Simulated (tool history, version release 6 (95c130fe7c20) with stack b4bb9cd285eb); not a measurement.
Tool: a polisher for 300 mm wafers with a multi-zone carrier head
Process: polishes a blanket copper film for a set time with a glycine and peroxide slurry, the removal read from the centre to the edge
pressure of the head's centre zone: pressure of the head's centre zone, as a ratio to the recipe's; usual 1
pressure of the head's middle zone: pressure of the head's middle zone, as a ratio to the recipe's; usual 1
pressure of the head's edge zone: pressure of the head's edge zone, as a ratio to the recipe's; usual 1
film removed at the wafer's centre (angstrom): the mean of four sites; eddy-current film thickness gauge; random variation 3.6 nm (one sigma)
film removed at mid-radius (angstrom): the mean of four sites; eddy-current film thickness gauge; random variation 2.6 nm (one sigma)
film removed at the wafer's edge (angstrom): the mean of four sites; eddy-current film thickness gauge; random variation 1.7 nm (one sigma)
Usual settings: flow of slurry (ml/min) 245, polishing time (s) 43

| run | hour | flow of slurry (ml/min) | pressure of the head's centre zone | pressure of the head's middle zone | pressure of the head's edge zone | polishing time (s) | incoming thickness of the incoming film, nm | film removed at the wafer's centre (angstrom) | film removed at mid-radius (angstrom) | film removed at the wafer's edge (angstrom) |
|---|---|---|---|---|---|---|---|---|---|---|
| 1 | 0 | 245 | 1 | 1 | 1.09 | 31 | 1081.7 | 1875 | 1931 | 1994 |
| 2 | 10.3 | 245 | 1 | 1 | 1 | 43 | 1064.3 | 2640 | 2725 | 2653 |
|  | 20.8 | edge zone pressure recalibrated |
| 3 | 28 | 245 | 1 | 1 | 1.05 | 31 | 1077.4 | 1866 | 1914 | 1944 |
| 4 | 41.6 | 310 | 1 | 1 | 1 | 43 | 1075.2 | 2712 | 2773 | 2726 |
| 5 | 59.3 | 245 | 1 | 0.89 | 1 | 56 | 1085.2 | 3339 | 3100 | 3411 |
|  | 64.9 | carrier head's membrane replaced by a new one |
|  | 76.4 | worn pad replaced by a new one |
| 6 | 76.9 | 245 | 1 | 1 | 0.9 | 33 | 1095.7 | 1942 | 1965 | 1918 |
|  | 85.4 | slurry nozzle cleaned |
| 7 | 85.9 | 325 | 1 | 1 | 1 | 43 | 1089.1 | 2956 | 2940 | 2879 |
| 8 | 96.9 | 245 | 1.1 | 1 | 1.08 | 43 | 1098.4 | 3224 | 2899 | 2905 |
| 9 | 103.1 | 245 | 1 | 1 | 1 | 43 | 1059.8 | 2827 | 2887 | 2833 |
| 10 | 119.5 | 245 | 1 | 1 | 1.1 | 43 | 1086.4 | 2855 | 2947 | 2951 |
| 11 | 129.6 | 245 | 1 | 1 | 1 | 55 | 1081.7 | 3668 | 3764 | 3601 |
| 12 | 141.4 | 245 | 1 | 1 | 1 | 43 | 1085.7 | 2868 | 2927 | 2824 |
| 13 | 147.4 | 245 | 0.97 | 1.04 | 1.03 | 53 | 1075.9 | 3430 | 3703 | 3540 |
| 14 | 155.7 | 245 | 1 | 0.9 | 0.95 | 30 | 1070.9 | 2013 | 1862 | 1930 |
| 15 | 190.6 | 315 | 1 | 1 | 1 | 43 | 1095.4 | 3022 | 2984 | 2889 |
|  | 197.5 | worn pad replaced by a new one |
| 16 | 208.2 | 245 | 1.08 | 1.09 | 1.07 | 29 | 1090.3 | 2084 | 2136 | 1960 |
| 17 | 223.8 | 215 | 1 | 1 | 1 | 29 | 1076.6 | 1904 | 1940 | 1892 |
| 18 | 233 | 245 | 1 | 0.93 | 1 | 49 | 1070.9 | 3237 | 3103 | 3211 |
| 19 | 248.2 | 245 | 1 | 1 | 1 | 43 | 1092.3 | 2954 | 2908 | 2817 |
| 20 | 254.8 | 290 | 1 | 0.93 | 1 | 43 | 1088.6 | 2943 | 2783 | 2861 |
| 21 | 266.1 | 245 | 1.12 | 1.07 | 1.04 | 43 | 1097.4 | 3233 | 3116 | 2876 |

Forecast each of these 5 alternatives for the next run:
| A | 266.5 | 245 | 1 | 1 | 1 | 43 | 1093.4 | ? | ? | ? |
| B | 266.5 | 245 | 1 | 0.91 | 1 | 43 | 1093.4 | ? | ? | ? |
| C | 266.5 | 245 | 1.05 | 1 | 0.95 | 50 | 1093.4 | ? | ? | ? |
| D | 266.5 | 245 | 1.11 | 1 | 1.1 | 48 | 1093.4 | ? | ? | ? |
| E | 266.5 | 245 | 1 | 0.92 | 1 | 43 | 1093.4 | ? | ? | ? |

| run | film removed at the wafer's centre (angstrom) | film removed at mid-radius (angstrom) | film removed at the wafer's edge (angstrom) |
|---|---|---|---|
| A | 2882 | 2906 | 2805 |
| B | 2880 | 2685 | 2808 |
| C | 3520 | 3378 | 3183 |
| D | 3574 | 3241 | 3282 |
| E | 2880 | 2710 | 2808 |
Without the tool's hidden state the same runs would have given:
| run | film removed at the wafer's centre (angstrom) | film removed at mid-radius (angstrom) | film removed at the wafer's edge (angstrom) |
|---|---|---|---|
| A | 2900 | 2922 | 2817 |
| B | 2898 | 2700 | 2820 |
| C | 3542 | 3397 | 3196 |
| D | 3596 | 3259 | 3296 |
| E | 2898 | 2725 | 2820 |
